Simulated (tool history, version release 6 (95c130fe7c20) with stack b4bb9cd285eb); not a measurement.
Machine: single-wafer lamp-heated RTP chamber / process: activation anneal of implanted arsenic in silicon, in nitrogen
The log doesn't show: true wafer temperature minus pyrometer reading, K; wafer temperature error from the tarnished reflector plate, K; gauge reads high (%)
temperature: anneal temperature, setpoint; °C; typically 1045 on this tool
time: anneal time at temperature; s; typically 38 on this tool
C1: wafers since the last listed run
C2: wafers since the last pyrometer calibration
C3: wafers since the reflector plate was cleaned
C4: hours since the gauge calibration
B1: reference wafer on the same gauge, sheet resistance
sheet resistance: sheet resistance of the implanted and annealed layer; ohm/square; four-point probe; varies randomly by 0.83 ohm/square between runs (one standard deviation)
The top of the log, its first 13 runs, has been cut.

Run 14, hour 195.1: usual settings; C1 136; C2 4621; C3 329; C4 248; B1 226.09. Result: sheet resistance 207.22 ohm/square.
Run 15, hour 204.6: usual settings; C1 97; C2 4719; C3 427; C4 257.5; B1 225.8. Result: sheet resistance 206.58 ohm/square.
At hour 217.9: pyrometer window cleaned and pyrometer calibrated.
Run 16, hour 220.1: usual settings but temperature 1033 °C; C1 77; C2 22; C3 504; C4 273; B1 225.95. Result: sheet resistance 215.14 ohm/square.
Run 17, hour 236.2: usual settings; C1 165; C2 188; C3 670; C4 289.1; B1 226.04. Result: sheet resistance 210.55 ohm/square.
Run 18, hour 246.1: usual settings but temperature 1019 °C, time 44 s; C1 102; C2 290; C3 772; C4 299; B1 226.25. Result: sheet resistance 219.04 ohm/square.
At hour 247.7: gauge calibrated.
Run 19, hour 253.2: usual settings but time 16 s; C1 73; C2 364; C3 845; C4 5.5; B1 225.86. Result: sheet resistance 224.49 ohm/square.
Run 20, hour 259.4: usual settings; C1 63; C2 428; C3 909; C4 11.7; B1 226.36. Result: sheet resistance 209.3 ohm/square.
Run 21, hour 270.2: usual settings but temperature 1036 °C, time 55 s; C1 111; C2 539; C3 1021; C4 22.5; B1 225.78. Result: sheet resistance 206.66 ohm/square.
Run 22, hour 281.8: usual settings; C1 119; C2 658; C3 1140; C4 34.1; B1 225.89. Result: sheet resistance 208.71 ohm/square.
Run 23, hour 289.2: usual settings but temperature 1057 °C, time 51 s; C1 76; C2 735; C3 1217; C4 41.5; B1 225.95. Result: sheet resistance 200.13 ohm/square.
Run 24, hour 305.7: usual settings but temperature 1060 °C, time 32 s; C1 170; C2 905; C3 1387; C4 58; B1 226.19. Result: sheet resistance 206.52 ohm/square.
Run 25, hour 317.1: usual settings; C1 117; C2 1022; C3 1504; C4 69.4; B1 226.21. Result: sheet resistance 208.74 ohm/square.
Run 26, hour 323.4: usual settings but temperature 1072 °C, time 26 s; C1 64; C2 1087; C3 1569; C4 75.7; B1 226.13. Result: sheet resistance 205.61 ohm/square.
Run 27, hour 338.1: usual settings but temperature 1063 °C, time 52 s; C1 151; C2 1239; C3 1721; C4 90.4; B1 225.81. Result: sheet resistance 196.28 ohm/square.
Run 28, hour 349: usual settings; C1 112; C2 1351; C3 1833; C4 101.3; B1 226.21. Result: sheet resistance 207.85 ohm/square.
Run 29, hour 360.9: usual settings but temperature 1036 °C, time 20 s; C1 122; C2 1474; C3 1956; C4 113.2; B1 226.12. Result: sheet resistance 221.11 ohm/square.
Run 30, hour 400.1: usual settings but time 20 s; C1 404; C2 1878; C3 2360; C4 152.4; B1 225.64. Result: sheet resistance 216.42 ohm/square.
Run 31, hour 408.3: usual settings but time 58 s; C1 84; C2 1962; C3 2444; C4 160.6; B1 225.98. Result: sheet resistance 202.31 ohm/square.
Run 32, hour 423.6: usual settings but temperature 1020 °C, time 54 s; C1 157; C2 2120; C3 2602; C4 175.9; B1 225.7. Result: sheet resistance 209.77 ohm/square.

Predict each of these 4 candidate next runs independently; none follows another, all start after run 32:
Run A, hour 424: usual settings but temperature 1075 °C; C1 4; C2 2124; C3 2606; C4 176.3; B1 ?. Result: sheet resistance ?.
Run B, hour 424: usual settings but temperature 1053 °C, time 55 s; C1 4; C2 2124; C3 2606; C4 176.3; B1 ?. Result: sheet resistance ?.
Run C, hour 424: usual settings but temperature 1060 °C; C1 4; C2 2124; C3 2606; C4 176.3; B1 ?. Result: sheet resistance ?.
Run D, hour 424: usual settings but temperature 1027 °C, time 53 s; C1 4; C2 2124; C3 2606; C4 176.3; B1 ?. Result: sheet resistance ?.

run      B1  sheet resistance
  A  225.95            196.83
  B  225.95            198.41
  C  225.95             201.6
  D  225.95            207.88
With no hidden state in the tool, these same runs would have given:
run  sheet resistance
  A            200.19
  B            201.92
  C            205.12
  D            211.76

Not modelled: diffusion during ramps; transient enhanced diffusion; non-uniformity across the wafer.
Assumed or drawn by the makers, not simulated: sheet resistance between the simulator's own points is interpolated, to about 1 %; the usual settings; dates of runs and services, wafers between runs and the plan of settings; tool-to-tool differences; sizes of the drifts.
